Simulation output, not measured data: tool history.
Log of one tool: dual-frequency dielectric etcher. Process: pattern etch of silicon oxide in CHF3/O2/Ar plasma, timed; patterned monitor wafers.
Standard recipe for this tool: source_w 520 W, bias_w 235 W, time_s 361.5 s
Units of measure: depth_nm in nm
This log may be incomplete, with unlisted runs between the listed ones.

run	hour	source_w	bias_w	time_s	read-back reference wafer on the same gauge, depth_nm	depth_nm
1	0	520	235	361.5	827.3	825
2	32.1	520	235	361.5	829	823
3	61.1	520	235	279.5	828.7	635.7
4	128.2	520	235	361.5	827.8	820.1
5	177.7	520	235	361.5	827.1	814.7
6	243.9	520	235	361.5	827.6	804.9
7	298.2	520	235	361.5	827.7	809.7
8	342	520	235	361.5	828	804.6
# hour 350.1: gauge calibrated
9	410.5	520	261	361.5	828.3	840.6
10	477	520	261	361.5	827.7	835.1
# hour 534.7: wet clean of the chamber
11	541.9	570	202	310	828.4	694.5
12	590.8	620	255	398	828.4	1008.8
13	632.1	390	235	258.5	828.5	532.5
14	688.1	640	294	311.5	827.4	845
15	824	570	184	315	828.1	660.3
# hour 883.2: upper electrode replaced
16	883.7	520	235	299.5	828.6	670.6
17	906.5	520	235	361.5	828.5	808.1
# hour 948.1: source power generator calibrated
18	950.8	580	235	459	827.2	1061.9
# hour 1006.5: wet clean of the chamber
19	1007.6	490	262	326.5	827.9	772.3
20	1050.8	520	235	361.5	828.7	827.9
21	1098	520	216	413.5	827.2	915.5
22	1137.1	560	199	448	827.8	973.4
23	1162.3	640	235	361.5	827.8	886.3
24	1212.4	600	235	361.5	827.5	865.4
25	1388.8	390	235	258.5	828.6	516.1
26	1434.5	570	202	310	828.5	662.9
27	1493.1	450	207	361.5	827.5	713.8
# hour 1532.4: wet clean of the chamber
28	1563.2	480	214	329	828.4	709.3

Below are 5 alternative next runs, each starting from the tool's condition after run 28. Predict each:
A	1563.7	520	188	361.5	?	?
B	1563.7	400	235	361.5	?	?
C	1563.7	580	258	442.5	?	?
D	1563.7	460	291	305	?	?
E	1563.7	480	235	426.5	?	?

run	read-back reference wafer on the same gauge, depth_nm	depth_nm
A	828.3	763.9
B	828.3	762.9
C	828.3	1118.3
D	828.3	744.9
E	828.3	963.9
Had the tool no hidden state, the same runs would have come out as:
run	depth_nm
A	761.2
B	760.2
C	1114.4
D	742.3
E	960.6

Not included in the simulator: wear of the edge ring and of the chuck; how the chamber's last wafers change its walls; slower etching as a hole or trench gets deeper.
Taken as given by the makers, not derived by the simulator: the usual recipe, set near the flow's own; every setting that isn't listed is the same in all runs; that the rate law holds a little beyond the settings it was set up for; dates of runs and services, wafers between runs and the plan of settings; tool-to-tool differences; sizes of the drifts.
